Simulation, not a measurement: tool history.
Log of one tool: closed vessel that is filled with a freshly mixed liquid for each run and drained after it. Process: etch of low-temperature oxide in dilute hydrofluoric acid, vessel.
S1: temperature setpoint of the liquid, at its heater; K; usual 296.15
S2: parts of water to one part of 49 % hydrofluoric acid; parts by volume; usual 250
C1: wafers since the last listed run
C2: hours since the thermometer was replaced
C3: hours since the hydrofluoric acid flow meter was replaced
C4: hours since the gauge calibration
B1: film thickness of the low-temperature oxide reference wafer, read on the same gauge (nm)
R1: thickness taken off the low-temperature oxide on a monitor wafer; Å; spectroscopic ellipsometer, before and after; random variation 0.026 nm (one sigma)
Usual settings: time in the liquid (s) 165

Run 1, hour 0: usual settings but time in the liquid (s) 140; C1 0; C2 2065.2; C3 1087.2; C4 910.5; B1 90. Result: R1 58.8 Å.
Run 2, hour 46.1: usual settings; C1 3892; C2 2111.3; C3 1133.3; C4 956.6; B1 89.98. Result: R1 68.8 Å.
Run 3, hour 79.6: usual settings but S1 297.65 K; C1 2828; C2 2144.8; C3 1166.8; C4 990.1; B1 89.99. Result: R1 73.4 Å.
At hour 90.9: gauge calibrated.
Run 4, hour 108.8: usual settings but S1 297.65 K; C1 2465; C2 2174; C3 1196; C4 17.9; B1 90.01. Result: R1 73.3 Å.
Run 5, hour 162.8: usual settings but S2 180 parts by volume, time in the liquid (s) 100; C1 4559; C2 2228; C3 1250; C4 71.9; B1 90.01. Result: R1 62.8 Å.
Run 6, hour 190.3: usual settings; C1 2321; C2 2255.5; C3 1277.5; C4 99.4; B1 90. Result: R1 69.1 Å.
Run 7, hour 256.1: usual settings but time in the liquid (s) 200; C1 5555; C2 2321.3; C3 1343.3; C4 165.2; B1 90. Result: R1 83.7 Å.
Run 8, hour 440.4: usual settings but time in the liquid (s) 200; C1 15560; C2 2505.6; C3 1527.6; C4 349.5; B1 90.02. Result: R1 83.9 Å.
Run 9, hour 491.2: usual settings but time in the liquid (s) 200; C1 4289; C2 2556.4; C3 1578.4; C4 400.3; B1 89.99. Result: R1 83.5 Å.
Run 10, hour 545.7: usual settings but S1 298.65 K, S2 160 parts by volume; C1 4601; C2 2610.9; C3 1632.9; C4 454.8; B1 90.03. Result: R1 129.9 Å.
At hour 592.1: thermometer replaced.
Run 11, hour 592.6: usual settings but S1 298.65 K, S2 160 parts by volume; C1 3875; C2 0.5; C3 1679.8; C4 501.7; B1 90. Result: R1 131 Å.
Run 12, hour 625.3: usual settings but S1 298.65 K, S2 160 parts by volume; C1 2760; C2 33.2; C3 1712.5; C4 534.4; B1 90. Result: R1 129 Å.
Run 13, hour 682.7: usual settings but S2 345 parts by volume; C1 4846; C2 90.6; C3 1769.9; C4 591.8; B1 90.01. Result: R1 45.4 Å.
Run 14, hour 717.7: usual settings but time in the liquid (s) 120; C1 2955; C2 125.6; C3 1804.9; C4 626.8; B1 90. Result: R1 50.1 Å.
Run 15, hour 762.8: usual settings but S1 297.65 K, S2 195 parts by volume, time in the liquid (s) 130; C1 3807; C2 170.7; C3 1850; C4 671.9; B1 90.01. Result: R1 77.6 Å.
Run 16, hour 803.9: usual settings but time in the liquid (s) 200; C1 3470; C2 211.8; C3 1891.1; C4 713; B1 89.99. Result: R1 82.8 Å.
At hour 979.1: hydrofluoric acid flow meter replaced.
Run 17, hour 988: usual settings but S2 180 parts by volume, time in the liquid (s) 100; C1 15459; C2 395.9; C3 8.9; C4 897.1; B1 90.01. Result: R1 64 Å.
At hour 1030.6: gauge calibrated.
Run 18, hour 1045.7: usual settings but S1 293.15 K, S2 130 parts by volume, time in the liquid (s) 195; C1 4871; C2 453.6; C3 66.6; C4 15.1; B1 89.97. Result: R1 161.5 Å.
Run 19, hour 1088.1: usual settings but time in the liquid (s) 200; C1 3579; C2 496; C3 109; C4 57.5; B1 90. Result: R1 85.5 Å.
Run 20, hour 1143.3: usual settings but S2 310 parts by volume; C1 4660; C2 551.2; C3 164.2; C4 112.7; B1 89.99. Result: R1 53.5 Å.
Run 21, hour 1178.8: usual settings but S1 293.15 K, S2 140 parts by volume, time in the liquid (s) 240; C1 2997; C2 586.7; C3 199.7; C4 148.2; B1 89.99. Result: R1 180.9 Å.
Run 22, hour 1283.7: usual settings but S1 291.15 K, S2 325 parts by volume, time in the liquid (s) 100; C1 8856; C2 691.6; C3 304.6; C4 253.1; B1 90.02. Result: R1 25.4 Å.
Run 23, hour 1313.2: usual settings but S1 292.65 K, time in the liquid (s) 260; C1 2490; C2 721.1; C3 334.1; C4 282.6; B1 90. Result: R1 97.4 Å.
Run 24, hour 1344: usual settings but S1 299.65 K, S2 200 parts by volume, time in the liquid (s) 200; C1 2600; C2 751.9; C3 364.9; C4 313.4; B1 90. Result: R1 127.3 Å.
Run 25, hour 1403.6: usual settings; C1 5032; C2 811.5; C3 424.5; C4 373; B1 89.99. Result: R1 70.3 Å.
Run 26, hour 1469.1: usual settings but S1 292.15 K, S2 190 parts by volume, time in the liquid (s) 240; C1 5530; C2 877; C3 490; C4 438.5; B1 89.99. Result: R1 122.6 Å.
Run 27, hour 1519.8: usual settings; C1 4280; C2 927.7; C3 540.7; C4 489.2; B1 89.99. Result: R1 69.9 Å.

How the hidden state differs across the entries between the runs, from the last listed run before each to the first after it:
Between runs 3 and 4: gauge calibrated (hour 90.9)
  hydrofluoric acid flow below the setpoint (%): 1.44 -> 1.48
  measured less the result without the state, R1: -1.3 -> -1.3 Å
Between runs 10 and 11: thermometer replaced (hour 592.1)
  hydrofluoric acid flow below the setpoint (%): 1.95 -> 2
  measured less the result without the state, R1: -3.1 -> -3.2 Å
Between runs 16 and 17: hydrofluoric acid flow meter replaced (hour 979.1)
  hydrofluoric acid flow below the setpoint (%): 2.22 -> 0.0149
  measured less the result without the state, R1: -2.4 -> +0 Å
Between runs 17 and 18: gauge calibrated (hour 1030.6)
  hydrofluoric acid flow below the setpoint (%): 0.0149 -> 0.0771
  measured less the result without the state, R1: +0 -> -0.2 Å
